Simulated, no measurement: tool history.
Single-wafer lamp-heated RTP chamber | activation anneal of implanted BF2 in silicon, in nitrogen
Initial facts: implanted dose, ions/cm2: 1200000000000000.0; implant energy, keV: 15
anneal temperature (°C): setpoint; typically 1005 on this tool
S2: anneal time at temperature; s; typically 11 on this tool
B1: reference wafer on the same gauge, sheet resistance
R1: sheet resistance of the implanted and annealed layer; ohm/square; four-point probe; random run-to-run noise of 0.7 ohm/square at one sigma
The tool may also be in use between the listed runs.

{"run": 1, "hour": 0.0, "anneal temperature (°C)": 1014, "S2": 11, "B1": 213.03, "R1": 205.29}
{"hour": 58.8, "done": "pyrometer window cleaned and pyrometer calibrated"}
{"run": 2, "hour": 60.3, "anneal temperature (°C)": 1014, "S2": 11, "B1": 212.91, "R1": 205.62}
{"run": 3, "hour": 112.3, "anneal temperature (°C)": 997, "S2": 16, "B1": 213.13, "R1": 216.43}
{"run": 4, "hour": 144.2, "anneal temperature (°C)": 997, "S2": 16, "B1": 212.92, "R1": 216.44}
{"run": 5, "hour": 197.5, "anneal temperature (°C)": 997, "S2": 16, "B1": 212.96, "R1": 216.13}
{"hour": 233.5, "done": "reflector plate cleaned"}
{"run": 6, "hour": 239.5, "anneal temperature (°C)": 1005, "S2": 11, "B1": 213.02, "R1": 223.98}
{"run": 7, "hour": 308.5, "anneal temperature (°C)": 1005, "S2": 15, "B1": 212.98, "R1": 211.81}
{"hour": 355.8, "done": "pyrometer window cleaned and pyrometer calibrated"}
{"run": 8, "hour": 428.9, "anneal temperature (°C)": 1005, "S2": 11, "B1": 212.95, "R1": 221.97}
{"run": 9, "hour": 453.0, "anneal temperature (°C)": 1005, "S2": 11, "B1": 212.99, "R1": 221.44}
{"run": 10, "hour": 522.8, "anneal temperature (°C)": 1005, "S2": 11, "B1": 213.05, "R1": 219.26}
{"run": 11, "hour": 556.8, "anneal temperature (°C)": 1005, "S2": 11, "B1": 213.03, "R1": 220.28}
{"run": 12, "hour": 616.3, "anneal temperature (°C)": 1005, "S2": 11, "B1": 213, "R1": 219.2}
{"hour": 686.2, "done": "pyrometer window cleaned and pyrometer calibrated"}
{"run": 13, "hour": 687.5, "anneal temperature (°C)": 1005, "S2": 11, "B1": 213.09, "R1": 218.1}
{"run": 14, "hour": 725.2, "anneal temperature (°C)": 1005, "S2": 11, "B1": 213.08, "R1": 217.51}
{"run": 15, "hour": 784.2, "anneal temperature (°C)": 997, "S2": 16, "B1": 212.91, "R1": 214.68}
{"hour": 847.2, "done": "gauge calibrated"}
{"run": 16, "hour": 852.0, "anneal temperature (°C)": 1032, "S2": 11, "B1": 213.05, "R1": 174.76}
{"hour": 866.7, "done": "reflector plate cleaned"}
{"run": 17, "hour": 903.8, "anneal temperature (°C)": 1032, "S2": 7, "B1": 212.95, "R1": 199.13}
{"hour": 962.3, "done": "pyrometer window cleaned and pyrometer calibrated"}
{"run": 18, "hour": 974.7, "anneal temperature (°C)": 993, "S2": 11, "B1": 213, "R1": 245.15}
{"run": 19, "hour": 1014.4, "anneal temperature (°C)": 995, "S2": 14, "B1": 212.9, "R1": 231.12}
{"run": 20, "hour": 1047.0, "anneal temperature (°C)": 1026, "S2": 5, "B1": 212.95, "R1": 218.86}
{"run": 21, "hour": 1082.3, "anneal temperature (°C)": 1032, "S2": 8, "B1": 213, "R1": 192.17}
{"run": 22, "hour": 1143.3, "anneal temperature (°C)": 1026, "S2": 15, "B1": 213.01, "R1": 178.39}
{"run": 23, "hour": 1185.9, "anneal temperature (°C)": 992, "S2": 14, "B1": 213.02, "R1": 234.6}
{"run": 24, "hour": 1213.1, "anneal temperature (°C)": 1005, "S2": 11, "B1": 213.05, "R1": 222.8}
{"run": 25, "hour": 1245.3, "anneal temperature (°C)": 1005, "S2": 11, "B1": 212.99, "R1": 221.91}
{"run": 26, "hour": 1281.4, "anneal temperature (°C)": 1018, "S2": 17, "B1": 213.02, "R1": 182.33}
{"hour": 1308.2, "done": "pyrometer window cleaned and pyrometer calibrated"}
{"run": 27, "hour": 1331.4, "anneal temperature (°C)": 1005, "S2": 9, "B1": 213.03, "R1": 226.36}
{"run": 28, "hour": 1365.9, "anneal temperature (°C)": 975, "S2": 11, "B1": 212.98, "R1": 272.16}
{"run": 29, "hour": 1427.8, "anneal temperature (°C)": 978, "S2": 16, "B1": 213.05, "R1": 253.49}

Each row is a separate what-if for the run after 29, all from the same tool condition, not one after another. Results?
{"run": "A", "hour": 1428.2, "anneal temperature (°C)": 980, "S2": 11, "B1": "?", "R1": "?"}
{"run": "B", "hour": 1428.2, "anneal temperature (°C)": 1005, "S2": 8, "B1": "?", "R1": "?"}
{"run": "C", "hour": 1428.2, "anneal temperature (°C)": 1005, "S2": 13, "B1": "?", "R1": "?"}
{"run": "D", "hour": 1428.2, "anneal temperature (°C)": 976, "S2": 11, "B1": "?", "R1": "?"}
{"run": "E", "hour": 1428.2, "anneal temperature (°C)": 977, "S2": 11, "B1": "?", "R1": "?"}

run=A B1=212.92 R1=262.65
run=B B1=212.92 R1=230.29
run=C B1=212.92 R1=211.58
run=D B1=212.92 R1=270.52
run=E B1=212.92 R1=268.53
The same runs, with their run-to-run variation unchanged, on a tool lacking any hidden condition would have given:
run=A R1=272.27
run=B R1=238.12
run=C R1=219.8
run=D R1=280.39
run=E R1=278.34

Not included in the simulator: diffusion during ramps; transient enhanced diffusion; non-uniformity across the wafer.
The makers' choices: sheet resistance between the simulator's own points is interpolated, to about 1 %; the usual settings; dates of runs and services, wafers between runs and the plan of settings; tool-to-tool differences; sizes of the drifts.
